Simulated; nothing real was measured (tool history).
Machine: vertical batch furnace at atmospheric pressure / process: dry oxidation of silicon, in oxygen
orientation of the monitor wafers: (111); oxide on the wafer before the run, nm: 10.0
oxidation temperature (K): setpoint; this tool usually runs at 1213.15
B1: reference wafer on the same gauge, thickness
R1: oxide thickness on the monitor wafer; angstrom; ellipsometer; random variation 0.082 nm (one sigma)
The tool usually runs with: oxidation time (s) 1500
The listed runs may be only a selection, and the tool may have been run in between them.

Run 1, hour 0.0: usual settings; B1 30.59. Result: R1 262.0 angstrom.
Run 2, hour 169.6: usual settings; B1 30.60. Result: R1 263.7 angstrom.
Run 3, hour 234.2: usual settings; B1 30.60. Result: R1 263.6 angstrom.
Run 4, hour 329.7: usual settings but oxidation temperature (K) 1194.15; B1 30.60. Result: R1 232.0 angstrom.
Run 5, hour 384.5: usual settings; B1 30.61. Result: R1 263.5 angstrom.
Run 6, hour 460.8: usual settings; B1 30.61. Result: R1 262.4 angstrom.
Run 7, hour 527.3: usual settings; B1 30.61. Result: R1 264.2 angstrom.
Run 8, hour 612.4: usual settings; B1 30.59. Result: R1 264.8 angstrom.
Run 9, hour 702.2: usual settings; B1 30.62. Result: R1 264.7 angstrom.
At hour 761.9: gauge calibrated.
Run 10, hour 791.5: usual settings; B1 30.60. Result: R1 265.8 angstrom.
Run 11, hour 833.6: usual settings but oxidation temperature (K) 1204.15; B1 30.59. Result: R1 248.5 angstrom.
Run 12, hour 871.9: usual settings but oxidation temperature (K) 1204.15; B1 30.59. Result: R1 247.3 angstrom.
Run 13, hour 927.8: usual settings but oxidation temperature (K) 1207.15, oxidation time (s) 1830; B1 30.59. Result: R1 282.4 angstrom.
At hour 954.5: boat lift adjusted.
Run 14, hour 981.7: usual settings but oxidation temperature (K) 1192.15, oxidation time (s) 1740; B1 30.57. Result: R1 253.5 angstrom.
Run 15, hour 1021.0: usual settings; B1 30.61. Result: R1 271.4 angstrom.
At hour 1060.1: thermocouples replaced and temperature profile calibrated.
Run 16, hour 1119.0: usual settings; B1 30.59. Result: R1 261.5 angstrom.
Run 17, hour 1213.2: usual settings but oxidation temperature (K) 1220.15; B1 30.61. Result: R1 275.0 angstrom.
Run 18, hour 1257.5: usual settings but oxidation temperature (K) 1203.15, oxidation time (s) 2220; B1 30.59. Result: R1 305.4 angstrom.
Run 19, hour 1333.7: usual settings but oxidation temperature (K) 1203.15, oxidation time (s) 1140; B1 30.59. Result: R1 214.6 angstrom.
Run 20, hour 1449.2: usual settings but oxidation temperature (K) 1193.15, oxidation time (s) 1110; B1 30.58. Result: R1 200.7 angstrom.
Run 21, hour 1546.7: usual settings but oxidation temperature (K) 1220.15, oxidation time (s) 1320; B1 30.61. Result: R1 260.3 angstrom.
Run 22, hour 1671.8: usual settings; B1 30.58. Result: R1 263.9 angstrom.
Run 23, hour 1733.5: usual settings but oxidation temperature (K) 1192.15, oxidation time (s) 840; B1 30.59. Result: R1 177.1 angstrom.
At hour 1772.1: gauge calibrated.
Run 24, hour 1776.4: usual settings but oxidation time (s) 2160; B1 30.62. Result: R1 322.5 angstrom.
Run 25, hour 1828.9: usual settings but oxidation temperature (K) 1220.15, oxidation time (s) 1230; B1 30.59. Result: R1 248.6 angstrom.

Each row is a separate what-if for the run after 25, all from the same tool condition, not one after another. Results?
Run A, hour 1833.2: usual settings; B1 ?. Result: R1 ?.
Run B, hour 1833.2: usual settings but oxidation temperature (K) 1195.15, oxidation time (s) 2010; B1 ?. Result: R1 ?.
Run C, hour 1833.2: usual settings but oxidation temperature (K) 1190.15, oxidation time (s) 2100; B1 ?. Result: R1 ?.
Run D, hour 1833.2: usual settings but oxidation temperature (K) 1229.15; B1 ?. Result: R1 ?.

run     B1     R1
  A  30.64  264.9
  B  30.64  273.5
  C  30.64  269.8
  D  30.64  294.4
Take away the tool's hidden state, keep each run's random variation, and the runs would have read:
run     R1
  A  263.3
  B  271.6
  C  267.9
  D  292.6
